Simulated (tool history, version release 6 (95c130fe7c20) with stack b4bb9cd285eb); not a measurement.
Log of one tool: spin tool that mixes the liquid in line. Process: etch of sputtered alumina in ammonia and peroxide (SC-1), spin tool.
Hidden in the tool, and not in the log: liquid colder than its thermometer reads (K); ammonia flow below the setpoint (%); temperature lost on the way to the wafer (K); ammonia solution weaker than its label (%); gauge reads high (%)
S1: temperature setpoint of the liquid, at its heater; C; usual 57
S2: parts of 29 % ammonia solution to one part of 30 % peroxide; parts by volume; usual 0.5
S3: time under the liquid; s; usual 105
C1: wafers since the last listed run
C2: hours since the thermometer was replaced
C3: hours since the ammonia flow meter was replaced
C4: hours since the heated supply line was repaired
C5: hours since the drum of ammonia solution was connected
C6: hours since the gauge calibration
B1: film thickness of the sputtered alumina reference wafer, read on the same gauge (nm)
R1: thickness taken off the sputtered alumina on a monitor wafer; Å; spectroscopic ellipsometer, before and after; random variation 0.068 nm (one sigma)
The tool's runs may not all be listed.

Run 1, hour 0: usual settings but S3 90 s; C1 0; C2 276.7; C3 343.8; C4 3575.5; C5 796.2; C6 1404.5; B1 130.01. Result: R1 56.2 Å.
At hour 8.1: new drum of ammonia solution connected.
Run 2, hour 52.2: usual settings but S3 90 s; C1 454; C2 328.9; C3 396; C4 3627.7; C5 44.1; C6 1456.7; B1 130. Result: R1 57.1 Å.
Run 3, hour 110.3: usual settings but S1 49 C, S2 0.6 parts by volume, S3 170 s; C1 515; C2 387; C3 454.1; C4 3685.8; C5 102.2; C6 1514.8; B1 130.03. Result: R1 70.1 Å.
Run 4, hour 168.7: usual settings but S1 49.5 C, S2 0.6 parts by volume, S3 150 s; C1 518; C2 445.4; C3 512.5; C4 3744.2; C5 160.6; C6 1573.2; B1 130.02. Result: R1 64.2 Å.
Run 5, hour 193.2: usual settings; C1 217; C2 469.9; C3 537; C4 3768.7; C5 185.1; C6 1597.7; B1 129.98. Result: R1 66.4 Å.
Run 6, hour 245.9: usual settings; C1 467; C2 522.6; C3 589.7; C4 3821.4; C5 237.8; C6 1650.4; B1 130.02. Result: R1 66.1 Å.
Run 7, hour 273.7: usual settings but S1 49.5 C, S2 0.3 parts by volume, S3 145 s; C1 246; C2 550.4; C3 617.5; C4 3849.2; C5 265.6; C6 1678.2; B1 130.02. Result: R1 58.3 Å.
Run 8, hour 298: usual settings but S2 0.4 parts by volume, S3 135 s; C1 215; C2 574.7; C3 641.8; C4 3873.5; C5 289.9; C6 1702.5; B1 129.98. Result: R1 82.9 Å.
Run 9, hour 348.5: usual settings but S1 47.5 C, S2 0.7 parts by volume; C1 448; C2 625.2; C3 692.3; C4 3924; C5 340.4; C6 1753; B1 129.99. Result: R1 40.4 Å.
Run 10, hour 559.3: usual settings but S1 48 C, S2 0.3 parts by volume, S3 65 s; C1 1870; C2 836; C3 903.1; C4 4134.8; C5 551.2; C6 1963.8; B1 130. Result: R1 23.5 Å.
Run 11, hour 593.5: usual settings but S1 53 C, S2 0.75 parts by volume, S3 80 s; C1 303; C2 870.2; C3 937.3; C4 4169; C5 585.4; C6 1998; B1 130. Result: R1 41.5 Å.
Run 12, hour 620.8: usual settings; C1 242; C2 897.5; C3 964.6; C4 4196.3; C5 612.7; C6 2025.3; B1 130.03. Result: R1 65.6 Å.
At hour 642.3: gauge calibrated.
At hour 719.6: ammonia flow meter replaced.
At hour 805.2: heated supply line repaired.
At hour 807.6: new drum of ammonia solution connected.
Run 13, hour 818.2: usual settings; C1 1724; C2 1094.9; C3 98.6; C4 13; C5 10.6; C6 175.9; B1 129.98. Result: R1 73.4 Å.
Run 14, hour 859.2: usual settings but S1 59.5 C, S3 145 s; C1 363; C2 1135.9; C3 139.6; C4 54; C5 51.6; C6 216.9; B1 130.01. Result: R1 115.7 Å.
Run 15, hour 924.3: usual settings but S3 125 s; C1 577; C2 1201; C3 204.7; C4 119.1; C5 116.7; C6 282; B1 130. Result: R1 87.7 Å.
Run 16, hour 972.1: usual settings but S2 0.4 parts by volume, S3 70 s; C1 424; C2 1248.8; C3 252.5; C4 166.9; C5 164.5; C6 329.8; B1 129.98. Result: R1 47.2 Å.
Run 17, hour 998.4: usual settings but S1 62 C, S2 0.75 parts by volume, S3 125 s; C1 233; C2 1275.1; C3 278.8; C4 193.2; C5 190.8; C6 356.1; B1 130. Result: R1 115.6 Å.
Run 18, hour 1062.9: usual settings; C1 572; C2 1339.6; C3 343.3; C4 257.7; C5 255.3; C6 420.6; B1 129.99. Result: R1 73.5 Å.
Run 19, hour 1123.3: usual settings but S2 0.75 parts by volume; C1 535; C2 1400; C3 403.7; C4 318.1; C5 315.7; C6 481; B1 130.01. Result: R1 76.9 Å.
Run 20, hour 1194: usual settings but S1 61 C, S2 0.35 parts by volume, S3 150 s; C1 627; C2 1470.7; C3 474.4; C4 388.8; C5 386.4; C6 551.7; B1 129.99. Result: R1 123.1 Å.
Run 21, hour 1242: usual settings but S2 0.25 parts by volume, S3 150 s; C1 425; C2 1518.7; C3 522.4; C4 436.8; C5 434.4; C6 599.7; B1 130. Result: R1 95.8 Å.
Run 22, hour 1276.8: usual settings; C1 308; C2 1553.5; C3 557.2; C4 471.6; C5 469.2; C6 634.5; B1 130.03. Result: R1 72.2 Å.
Run 23, hour 1341: usual settings but S3 155 s; C1 569; C2 1617.7; C3 621.4; C4 535.8; C5 533.4; C6 698.7; B1 129.99. Result: R1 106.5 Å.
Run 24, hour 1391.1: usual settings but S2 0.35 parts by volume, S3 60 s; C1 444; C2 1667.8; C3 671.5; C4 585.9; C5 583.5; C6 748.8; B1 130.03. Result: R1 40.2 Å.
Run 25, hour 1457.7: usual settings but S1 50.5 C; C1 590; C2 1734.4; C3 738.1; C4 652.5; C5 650.1; C6 815.4; B1 130. Result: R1 50.5 Å.

Forecast each of these 4 alternatives for the next run:
Run A, hour 1458.1: usual settings; C1 3; C2 1734.8; C3 738.5; C4 652.9; C5 650.5; C6 815.8; B1 ?. Result: R1 ?.
Run B, hour 1458.1: usual settings but S1 53.5 C, S2 0.6 parts by volume, S3 125 s; C1 3; C2 1734.8; C3 738.5; C4 652.9; C5 650.5; C6 815.8; B1 ?. Result: R1 ?.
Run C, hour 1458.1: usual settings but S1 50.5 C, S2 0.75 parts by volume, S3 45 s; C1 3; C2 1734.8; C3 738.5; C4 652.9; C5 650.5; C6 815.8; B1 ?. Result: R1 ?.
Run D, hour 1458.1: usual settings but S1 63.5 C, S2 0.75 parts by volume, S3 80 s; C1 3; C2 1734.8; C3 738.5; C4 652.9; C5 650.5; C6 815.8; B1 ?. Result: R1 ?.

run      B1    R1
  A  129.97  71.6
  B  129.97    72
  C  129.97  22.5
  D  129.97  79.2
Without the tool's hidden state the same runs would have given:
run    R1
  A  73.1
  B  73.5
  C    23
  D  80.7

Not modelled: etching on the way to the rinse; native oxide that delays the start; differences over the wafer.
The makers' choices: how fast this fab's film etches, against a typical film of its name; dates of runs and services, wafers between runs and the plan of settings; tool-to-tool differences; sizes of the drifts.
